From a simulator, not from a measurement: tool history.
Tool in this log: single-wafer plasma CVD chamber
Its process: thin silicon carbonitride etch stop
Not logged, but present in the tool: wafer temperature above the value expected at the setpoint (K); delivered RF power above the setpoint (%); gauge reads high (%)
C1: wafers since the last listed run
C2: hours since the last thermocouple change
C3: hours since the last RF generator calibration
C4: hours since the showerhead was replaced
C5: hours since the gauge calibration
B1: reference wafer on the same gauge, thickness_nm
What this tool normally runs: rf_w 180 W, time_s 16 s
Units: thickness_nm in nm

run 1 hour=0 | rf_w=205 time_s=16 | C1=0 C2=1350.8 C3=1075.4 C4=3050.7 C5=1186.8 | B1=10.091 | thickness_nm=8.664
-- hour=8.3 gauge calibrated
run 2 hour=45.5 | rf_w=205 time_s=16 | C1=1354 C2=1396.3 C3=1120.9 C4=3096.2 C5=37.2 | B1=10.088 | thickness_nm=8.67
run 3 hour=88.1 | rf_w=205 time_s=16 | C1=1267 C2=1438.9 C3=1163.5 C4=3138.8 C5=79.8 | B1=10.098 | thickness_nm=8.689
run 4 hour=163.1 | rf_w=180 time_s=16 | C1=2232 C2=1513.9 C3=1238.5 C4=3213.8 C5=154.8 | B1=10.09 | thickness_nm=8.329
run 5 hour=222.5 | rf_w=180 time_s=16 | C1=1767 C2=1573.3 C3=1297.9 C4=3273.2 C5=214.2 | B1=10.082 | thickness_nm=8.307
run 6 hour=248.2 | rf_w=180 time_s=16 | C1=764 C2=1599 C3=1323.6 C4=3298.9 C5=239.9 | B1=10.101 | thickness_nm=8.299
run 7 hour=302.2 | rf_w=180 time_s=16 | C1=1607 C2=1653 C3=1377.6 C4=3352.9 C5=293.9 | B1=10.096 | thickness_nm=8.301
run 8 hour=365.1 | rf_w=180 time_s=16 | C1=1872 C2=1715.9 C3=1440.5 C4=3415.8 C5=356.8 | B1=10.077 | thickness_nm=8.345
run 9 hour=428.7 | rf_w=155 time_s=16.9 | C1=1892 C2=1779.5 C3=1504.1 C4=3479.4 C5=420.4 | B1=10.092 | thickness_nm=8.385
run 10 hour=465.5 | rf_w=155 time_s=16.9 | C1=1095 C2=1816.3 C3=1540.9 C4=3516.2 C5=457.2 | B1=10.096 | thickness_nm=8.371
run 11 hour=524.1 | rf_w=155 time_s=16.9 | C1=1744 C2=1874.9 C3=1599.5 C4=3574.8 C5=515.8 | B1=10.095 | thickness_nm=8.373
-- hour=592.4 RF generator calibrated
run 12 hour=592.9 | rf_w=160 time_s=16 | C1=1809 C2=1943.7 C3=0.5 C4=3643.6 C5=584.6 | B1=10.102 | thickness_nm=8.151
run 13 hour=646.5 | rf_w=160 time_s=16 | C1=1595 C2=1997.3 C3=54.1 C4=3697.2 C5=638.2 | B1=10.084 | thickness_nm=8.083
run 14 hour=698.5 | rf_w=160 time_s=16 | C1=1547 C2=2049.3 C3=106.1 C4=3749.2 C5=690.2 | B1=10.094 | thickness_nm=8.102
run 15 hour=728.8 | rf_w=155 time_s=18.1 | C1=901 C2=2079.6 C3=136.4 C4=3779.5 C5=720.5 | B1=10.086 | thickness_nm=9.071
run 16 hour=787.9 | rf_w=180 time_s=14.1 | C1=1759 C2=2138.7 C3=195.5 C4=3838.6 C5=779.6 | B1=10.081 | thickness_nm=7.41
run 17 hour=822.6 | rf_w=180 time_s=14.1 | C1=1032 C2=2173.4 C3=230.2 C4=3873.3 C5=814.3 | B1=10.102 | thickness_nm=7.404
run 18 hour=891.9 | rf_w=180 time_s=16 | C1=2062 C2=2242.7 C3=299.5 C4=3942.6 C5=883.6 | B1=10.088 | thickness_nm=8.386
run 19 hour=920.8 | rf_w=210 time_s=16 | C1=860 C2=2271.6 C3=328.4 C4=3971.5 C5=912.5 | B1=10.093 | thickness_nm=8.814
run 20 hour=961.9 | rf_w=195 time_s=18.7 | C1=1223 C2=2312.7 C3=369.5 C4=4012.6 C5=953.6 | B1=10.091 | thickness_nm=10.039
-- hour=992.9 gauge calibrated
-- hour=1015.8 showerhead replaced, of another model than before
run 21 hour=1016.3 | rf_w=180 time_s=14.1 | C1=1381 C2=2367.1 C3=423.9 C4=0.5 C5=23.4 | B1=10.086 | thickness_nm=7.403
run 22 hour=1089 | rf_w=170 time_s=16 | C1=2163 C2=2439.8 C3=496.6 C4=73.2 C5=96.1 | B1=10.103 | thickness_nm=8.255
run 23 hour=1130 | rf_w=165 time_s=18.7 | C1=1220 C2=2480.8 C3=537.6 C4=114.2 C5=137.1 | B1=10.091 | thickness_nm=9.612
run 24 hour=1165.9 | rf_w=150 time_s=16 | C1=1068 C2=2516.7 C3=573.5 C4=150.1 C5=173 | B1=10.1 | thickness_nm=8.042
run 25 hour=1209.5 | rf_w=180 time_s=16 | C1=1297 C2=2560.3 C3=617.1 C4=193.7 C5=216.6 | B1=10.1 | thickness_nm=8.408
run 26 hour=1235.7 | rf_w=155 time_s=16.9 | C1=779 C2=2586.5 C3=643.3 C4=219.9 C5=242.8 | B1=10.085 | thickness_nm=8.519
-- hour=1247.9 thermocouple changed; heater temperature recalibrated
run 27 hour=1271 | rf_w=150 time_s=17.9 | C1=812 C2=23.1 C3=678.6 C4=255.2 C5=278.1 | B1=10.081 | thickness_nm=8.999
run 28 hour=1306.5 | rf_w=155 time_s=17.4 | C1=1056 C2=58.6 C3=714.1 C4=290.7 C5=313.6 | B1=10.095 | thickness_nm=8.777
run 29 hour=1363.2 | rf_w=180 time_s=16 | C1=1687 C2=115.3 C3=770.8 C4=347.4 C5=370.3 | B1=10.088 | thickness_nm=8.426
run 30 hour=1399.1 | rf_w=210 time_s=13.4 | C1=1068 C2=151.2 C3=806.7 C4=383.3 C5=406.2 | B1=10.086 | thickness_nm=7.317
run 31 hour=1469.2 | rf_w=200 time_s=17.1 | C1=2086 C2=221.3 C3=876.8 C4=453.4 C5=476.3 | B1=10.092 | thickness_nm=9.228
run 32 hour=1534.2 | rf_w=180 time_s=16 | C1=1934 C2=286.3 C3=941.8 C4=518.4 C5=541.3 | B1=10.092 | thickness_nm=8.359
run 33 hour=1558.7 | rf_w=155 time_s=16 | C1=729 C2=310.8 C3=966.3 C4=542.9 C5=565.8 | B1=10.077 | thickness_nm=8.086
run 34 hour=1599 | rf_w=180 time_s=16 | C1=1199 C2=351.1 C3=1006.6 C4=583.2 C5=606.1 | B1=10.092 | thickness_nm=8.384
run 35 hour=1660.1 | rf_w=195 time_s=13.4 | C1=1818 C2=412.2 C3=1067.7 C4=644.3 C5=667.2 | B1=10.093 | thickness_nm=7.178

Forecast each of these 4 alternatives for the next run:
run A hour=1660.5 | rf_w=180 time_s=16 | C1=11 C2=412.6 C3=1068.1 C4=644.7 C5=667.6 | B1=? | thickness_nm=?
run B hour=1660.5 | rf_w=200 time_s=16 | C1=11 C2=412.6 C3=1068.1 C4=644.7 C5=667.6 | B1=? | thickness_nm=?
run C hour=1660.5 | rf_w=180 time_s=14.8 | C1=11 C2=412.6 C3=1068.1 C4=644.7 C5=667.6 | B1=? | thickness_nm=?
run D hour=1660.5 | rf_w=165 time_s=18 | C1=11 C2=412.6 C3=1068.1 C4=644.7 C5=667.6 | B1=? | thickness_nm=?

run=A B1=10.088 thickness_nm=8.384
run=B B1=10.088 thickness_nm=8.609
run=C B1=10.088 thickness_nm=7.755
run=D B1=10.088 thickness_nm=9.231
Without the tool's unlogged condition, the same runs would have read:
run=A thickness_nm=8.465
run=B thickness_nm=8.692
run=C thickness_nm=7.83
run=D thickness_nm=9.321
